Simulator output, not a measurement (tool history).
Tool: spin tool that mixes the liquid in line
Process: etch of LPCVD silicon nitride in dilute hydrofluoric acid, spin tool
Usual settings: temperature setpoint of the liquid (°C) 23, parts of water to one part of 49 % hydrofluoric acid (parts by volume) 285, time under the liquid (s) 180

run	hour	temperature setpoint of the liquid (°C)	parts of water to one part of 49 % hydrofluoric acid (parts by volume)	time under the liquid (s)	read-back film thickness of the LPCVD silicon nitride reference wafer, read on the same gauge (nm)	thickness taken off the LPCVD silicon nitride on a monitor wafer (Å)
1	0	23	285	180	29.998	2.75
2	94.2	23	285	205	30.011	3.56
3	175.8	23	285	205	29.972	2.89
# hour 202.9: thermometer replaced
# hour 249.4: gauge calibrated
4	282.7	23	330	180	29.956	2.23
5	385.9	23	330	180	29.96	2.13
6	492.1	23	330	180	30.032	2.31
7	531.2	23	285	180	29.999	2.74
8	593.1	23	285	180	29.983	2.81
9	641.8	23	285	180	29.985	2.7
10	713.7	23	285	180	29.994	2.34
11	779.4	27	235	270	30.009	6.67
12	883.3	23	285	180	30.017	2.83
13	949	23	285	215	30.012	3.06
14	1011.5	23	395	120	30.043	1.1
# hour 1060.2: thermometer replaced
15	1094.2	23	285	180	30.012	2.64
# hour 1101.7: hydrofluoric acid flow meter replaced
16	1172.5	25.5	360	180	29.981	2.38
17	1209.3	21.5	285	225	30.002	2.89
18	1271.8	27.5	285	180	29.956	3.19
19	1476.2	23	285	230	30.012	3.21
20	1525.5	19.5	330	260	30.018	2.86
21	1610.1	19	350	180	29.964	1.64
22	1681.2	23	285	105	30.025	1.74
23	1745.7	26.5	390	180	29.994	2.43
24	1810.6	23	285	180	30.008	2.68
25	1867.7	26	365	180	30.016	2.45
# hour 1952: thermometer replaced
26	1952.8	20	220	110	29.997	1.91
27	2016.5	23	285	235	30.027	3.66
28	2062.1	23	225	150	30.037	2.34
29	2152.1	18.5	375	70	29.981	0.59
30	2227	23	285	180	30	2.39
31	2296.1	23	285	180	30.019	2.76
32	2375.6	23	285	225	29.97	2.99

Forecast each of these 4 alternatives for the next run:
A	2376.1	23	285	180	?	?
B	2376.1	19.5	285	80	?	?
C	2376.1	23	165	180	?	?
D	2376.1	26.5	185	275	?	?

run	read-back film thickness of the LPCVD silicon nitride reference wafer, read on the same gauge (nm)	thickness taken off the LPCVD silicon nitride on a monitor wafer (Å)
A	30	2.58
B	30	0.92
C	30	4.42
D	30	7.53
The same runs, with their run-to-run variation unchanged, on a tool lacking any hidden condition would have given:
run	thickness taken off the LPCVD silicon nitride on a monitor wafer (Å)
A	2.58
B	0.92
C	4.42
D	7.53
